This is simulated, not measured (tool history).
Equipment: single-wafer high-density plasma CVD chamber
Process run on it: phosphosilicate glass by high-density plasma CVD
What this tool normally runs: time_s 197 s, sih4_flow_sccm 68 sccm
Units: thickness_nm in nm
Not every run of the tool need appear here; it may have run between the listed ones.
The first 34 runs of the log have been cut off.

run	hour	time_s	sih4_flow_sccm	read-back reference wafer on the same gauge, thickness_nm	thickness_nm
35	1185.0	197	61	1323.612	1082.149
36	1213.8	232	68	1323.245	1428.773
37	1238.7	197	68	1323.349	1197.762
38	1255.0	230	68	1323.127	1410.322
39	1275.5	160	68	1323.332	974.596
40	1305.1	197	77	1324.119	1361.346
41	1329.8	197	68	1323.528	1198.618
42	1351.4	197	68	1322.967	1200.885
43	1368.4	215	59	1322.423	1134.209
44	1396.7	220	61	1322.732	1197.531
45	1411.0	164	74	1320.760	1086.221

Predict each of these 4 candidate next runs independently; none follows another, all start after run 45:
A	1411.5	197	68	?	?
B	1411.5	208	77	?	?
C	1411.5	178	80	?	?
D	1411.5	181	55	?	?

run	read-back reference wafer on the same gauge, thickness_nm	thickness_nm
A	1323.710	1199.818
B	1323.710	1434.479
C	1323.710	1275.411
D	1323.710	891.623
Take away the tool's hidden state, keep each run's random variation, and the runs would have read:
run	thickness_nm
A	1197.949
B	1432.245
C	1273.424
D	890.234
